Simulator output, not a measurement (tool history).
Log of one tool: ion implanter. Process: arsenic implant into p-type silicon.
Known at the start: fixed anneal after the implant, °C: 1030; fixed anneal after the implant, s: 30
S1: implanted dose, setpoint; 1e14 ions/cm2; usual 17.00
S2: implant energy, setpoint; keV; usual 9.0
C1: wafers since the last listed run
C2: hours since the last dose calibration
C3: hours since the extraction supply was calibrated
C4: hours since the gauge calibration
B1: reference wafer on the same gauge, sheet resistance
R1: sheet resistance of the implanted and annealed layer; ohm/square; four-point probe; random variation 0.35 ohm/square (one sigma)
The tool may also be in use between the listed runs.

run	day	S1	S2	C1	C2	C3	C4	B1	R1
1	0.000	17.00	9.0	0	118.1	1234.5	1732.5	115.05	105.06
2	9.179	17.00	11.5	5776	338.4	1454.8	1952.8	115.02	102.41
3	10.917	19.35	9.0	1093	380.1	1496.5	1994.5	114.93	99.88
4	14.829	15.89	10.0	2462	474.0	1590.4	2088.4	114.97	105.82
5	17.488	15.89	10.0	1672	537.8	1654.2	2152.2	115.05	106.31
6	20.775	15.89	10.0	2068	616.7	1733.1	2231.1	114.95	104.92
# day 21.175: Faraday cup replaced and dose calibrated
7	25.104	20.72	9.0	2514	94.3	1837.0	2335.0	114.95	99.02
8	26.758	20.72	9.0	1041	134.0	1876.7	2374.7	114.99	98.67
# day 28.958: gauge calibrated
9	30.596	17.00	9.0	2415	226.1	1968.8	39.3	114.95	104.30
10	33.096	17.00	9.0	1573	286.1	2028.8	99.3	114.96	104.07
11	35.433	17.00	9.0	1471	342.2	2084.9	155.4	114.92	104.20
12	38.117	17.00	7.0	1688	406.6	2149.3	219.8	115.07	105.49
13	40.583	17.00	7.0	1552	465.8	2208.5	279.0	114.90	105.10
14	43.583	17.00	9.0	1888	537.8	2280.5	351.0	115.01	103.72
# day 46.158: Faraday cup replaced and dose calibrated
15	46.179	17.00	9.0	1423	0.5	2342.8	413.3	114.93	105.82
16	48.462	17.00	9.0	1436	55.3	2397.6	468.1	115.07	104.71
17	50.579	15.50	8.0	1332	106.1	2448.4	518.9	115.02	109.10
18	52.412	12.24	10.0	1153	150.1	2492.4	562.9	114.98	119.69
# day 54.533: extraction supply calibrated
19	55.383	21.99	8.0	1659	221.4	20.4	634.2	115.06	98.38
20	57.983	21.94	11.0	1636	283.8	82.8	696.6	115.00	95.63
21	61.912	17.00	9.0	2472	378.1	177.1	790.9	115.13	104.61
22	64.329	19.00	11.0	1520	436.1	235.1	848.9	114.92	99.47
23	67.283	12.46	9.0	1859	507.0	306.0	919.8	114.97	117.75
24	71.721	17.00	9.0	2792	613.5	412.5	1026.3	114.96	104.54
25	75.633	17.00	9.0	2462	707.4	506.4	1120.2	115.09	104.88
# day 78.021: Faraday cup replaced and dose calibrated
26	79.558	17.00	9.0	2260	36.9	600.6	1214.4	115.09	105.60
27	83.367	18.82	7.5	2396	128.3	692.0	1305.8	114.92	102.51
28	85.058	12.74	9.0	1064	168.9	732.6	1346.4	114.91	118.10
29	88.679	13.15	6.5	2278	255.8	819.5	1433.3	115.07	116.98
30	93.062	17.00	6.5	2758	361.0	924.7	1538.5	114.95	105.80
31	95.575	15.40	9.0	1581	421.3	985.0	1598.8	114.85	108.93
32	99.338	14.27	10.0	2367	511.6	1075.3	1689.1	114.98	111.08
33	101.833	15.46	9.0	1570	571.5	1135.2	1749.0	114.95	108.27
34	103.975	19.00	11.0	1347	622.9	1186.6	1800.4	115.01	99.43
35	105.483	22.04	6.0	949	659.1	1222.8	1836.6	115.09	98.74
# day 107.742: Faraday cup replaced and dose calibrated
36	108.700	13.28	10.5	1814	23.0	1300.0	1913.8	115.06	116.54
37	112.358	19.46	12.0	2302	110.8	1387.8	2001.6	114.98	99.21

The same runs without the tool's hidden state, with the same run-to-run variation:
The hidden state here: deviation of the true dose from the Faraday cup's reading, %; deviation of the true energy from its setpoint, %; gauge reads high (%).
run	R1
1	105.95
2	103.96
3	101.20
4	107.74
5	108.31
6	106.94
7	99.64
8	99.43
9	105.65
10	105.57
11	105.81
12	107.20
13	106.87
14	105.54
15	105.89
16	105.18
17	109.98
18	121.34
19	99.21
20	96.57
21	106.14
22	100.83
23	120.54
24	106.29
25	106.68
26	105.72
27	103.05
28	119.39
29	118.62
30	107.09
31	110.55
32	113.04
33	110.03
34	100.73
35	99.81
36	116.72
37	99.75

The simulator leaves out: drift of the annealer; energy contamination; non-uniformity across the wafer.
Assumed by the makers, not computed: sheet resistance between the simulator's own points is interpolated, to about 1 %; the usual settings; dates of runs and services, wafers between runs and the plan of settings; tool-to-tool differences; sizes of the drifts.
